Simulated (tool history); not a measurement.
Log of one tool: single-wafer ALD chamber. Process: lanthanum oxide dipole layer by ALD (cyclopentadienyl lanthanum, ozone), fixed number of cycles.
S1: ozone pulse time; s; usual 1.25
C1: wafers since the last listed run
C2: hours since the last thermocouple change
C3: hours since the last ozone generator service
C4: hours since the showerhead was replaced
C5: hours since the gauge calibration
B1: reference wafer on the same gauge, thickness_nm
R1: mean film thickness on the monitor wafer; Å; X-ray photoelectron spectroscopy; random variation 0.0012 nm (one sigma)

run    hour    S1   C1     C2      C3      C4      C5     B1    R1
  1       0  1.38    0    141   601.4    5883   715.8  0.527  4.86
  2    32.6  1.38  296  173.6     634  5915.6   748.4  0.527  4.88
  3    62.2  1.25  269  203.2   663.6  5945.2     778  0.527   4.8
  4   122.5  1.25  549  263.5   723.9  6005.5   838.3  0.527   4.8
  5   187.3  1.25  590  328.3   788.7  6070.3   903.1  0.527  4.81
  6   244.7  1.25  522  385.7   846.1  6127.7   960.5  0.527  4.81
  7     312  1.48  613    453   913.4    6195  1027.8  0.527   4.9
  8   366.5  1.48  496  507.5   967.9  6249.5  1082.3  0.527  4.91
  9   391.3  1.42  225  532.3   992.7  6274.3  1107.1  0.527  4.88
      419.9  -- showerhead replaced
 10   420.4  1.42  192  561.4  1021.8     0.5  1136.2  0.527  4.87
 11   449.1  1.42  261  590.1  1050.5    29.2  1164.9  0.527  4.87
 12   477.8  1.68  261  618.8  1079.2    57.9  1193.6  0.527  4.98
 13   523.4  1.62  415  664.4  1124.8   103.5  1239.2  0.527  4.93
 14   566.2  0.93  389  707.2  1167.6   146.3    1282  0.527   4.6
 15   603.8  1.25  342  744.8  1205.2   183.9  1319.6  0.527  4.78
 16   651.2  0.97  431  792.2  1252.6   231.3    1367  0.527  4.64
 17   720.9     1  634  861.9  1322.3     301  1436.7  0.527  4.65
      764.5  -- thermocouple changed; heater temperature recalibrated
 18     765  1.25  328    0.5  1366.4   345.1  1480.8  0.527   4.8
 19   819.9  1.74  500   55.4  1421.3     400  1535.7  0.527  4.99
      862.6  -- gauge calibrated
 20   883.6  1.63  580  119.1    1485   463.7      21  0.527  4.96
 21   928.3  1.25  407  163.8  1529.7   508.4    65.7  0.527  4.78
 22   979.2  1.25  463  214.7  1580.6   559.3   116.6  0.527  4.77
 23    1016  1.69  335  251.5  1617.4   596.1   153.4  0.527  4.94
       1053  -- ozone generator serviced
 24  1085.2  1.46  557  320.7    32.2   665.3   222.6  0.527  4.96
 25    1153  0.88  617  388.5     100   733.1   290.4  0.527  4.67
 26  1180.4   1.7  249  415.9   127.4   760.5   317.8  0.527  5.02
 27  1243.4  0.85  573  478.9   190.4   823.5   380.8  0.527  4.63
 28  1280.2   0.9  335  515.7   227.2   860.3   417.6  0.527  4.65
 29  1307.7   0.9  250  543.2   254.7   887.8   445.1  0.527  4.64
 30  1359.1  1.58  468  594.6   306.1   939.2   496.5  0.527  4.98
 31  1422.3  1.52  575  657.8   369.3  1002.4   559.7  0.527  4.95
 32  1452.4  0.91  274  687.9   399.4  1032.5   589.8  0.527  4.63
 33  1489.4  0.76  337  724.9   436.4  1069.5   626.8  0.527   4.5
 34  1533.5  0.92  401    769   480.5  1113.6   670.9  0.527  4.63
 35  1573.2  1.56  361  808.7   520.2  1153.3   710.6  0.527  4.94

The same runs without the tool's hidden state, with the same run-to-run variation:
The hidden state here: wafer temperature above the value expected at the setpoint (K); ozone dose above that of a generator just serviced (%); gauge reads high (%).
run    R1
  1  4.92
  2  4.94
  3  4.87
  4  4.87
  5  4.89
  6  4.89
  7  4.97
  8  4.98
  9  4.95
 10  4.95
 11  4.95
 12  5.04
 13     5
 14   4.7
 15  4.87
 16  4.75
 17  4.75
 18  4.89
 19  5.05
 20  5.03
 21  4.87
 22  4.87
 23  5.01
 24  4.98
 25  4.71
 26  5.04
 27  4.68
 28  4.71
 29   4.7
 30  5.03
 31  5.01
 32  4.71
 33  4.59
 34  4.71
 35     5
